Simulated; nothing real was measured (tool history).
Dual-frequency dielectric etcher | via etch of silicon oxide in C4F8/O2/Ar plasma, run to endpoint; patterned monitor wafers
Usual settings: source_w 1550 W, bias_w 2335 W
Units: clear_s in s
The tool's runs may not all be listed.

run     day  source_w  bias_w  incoming incoming film thickness, nm  clear_s
  1   0.000      1550    2501                                1210.4    269.6
  2   2.838      1550    2501                                1202.8    270.4
  3   6.567      1550    2335                                1207.0    280.0
  4   9.700      1550    2335                                1203.9    281.3
     12.308  -- wet clean of the chamber
  5  12.846      1550    2128                                1207.6    282.2
  6  16.900      1550    2128                                1199.7    282.3
  7  19.629      1550    2128                                1210.7    288.9
  8  21.767      1550    2335                                1197.2    275.8
  9  24.171      1550    2493                                1200.1    274.2
     26.396  -- wet clean of the chamber
 10  27.512      1550    2335                                1205.7    275.1
 11  30.558      1820    2335                                1203.5    248.2
 12  34.404      1550    1939                                1182.6    290.6
     35.533  -- source power generator calibrated
 13  37.004      1920    1827                                1195.8    265.6
 14  39.533      1860    1973                                1208.3    270.8
     43.879  -- wet clean of the chamber
     48.346  -- bias power generator calibrated
 15  48.750      1550    2335                                1207.9    276.3
 16  51.246      1900    2556                                1204.5    243.5
 17  53.083      1810    2713                                1195.2    241.7
     54.479  -- upper electrode replaced
 18  56.092      1340    1977                                1209.2    330.4
 19  59.662      1690    2653                                1205.6    263.1
     61.142  -- wet clean of the chamber
 20  63.000      1550    2335                                1216.9    273.3
 21  64.604      1870    2661                                1206.8    235.5
 22  68.342      1550    2335                                1203.5    278.9

The tool's hidden state at each run:
source power that arrives over what is set, %: 0 in every run
bias power that arrives over what is set, %: 0 in every run
H1: etch rate over this chamber's usual, %
run       H1
  1   -0.881
  2    -1.83
  3    -3.07
  4    -4.11
  5   -0.309
  6    -1.66
  7    -2.57
  8    -3.28
  9    -4.08
 10  -0.0217
 11    -1.04
 12    -2.32
 13    -3.18
 14    -4.03
 15    -1.71
 16    -2.54
 17    -3.15
 18    -4.15
 19    -5.34
 20    0.134
 21     -0.4
 22    -1.65

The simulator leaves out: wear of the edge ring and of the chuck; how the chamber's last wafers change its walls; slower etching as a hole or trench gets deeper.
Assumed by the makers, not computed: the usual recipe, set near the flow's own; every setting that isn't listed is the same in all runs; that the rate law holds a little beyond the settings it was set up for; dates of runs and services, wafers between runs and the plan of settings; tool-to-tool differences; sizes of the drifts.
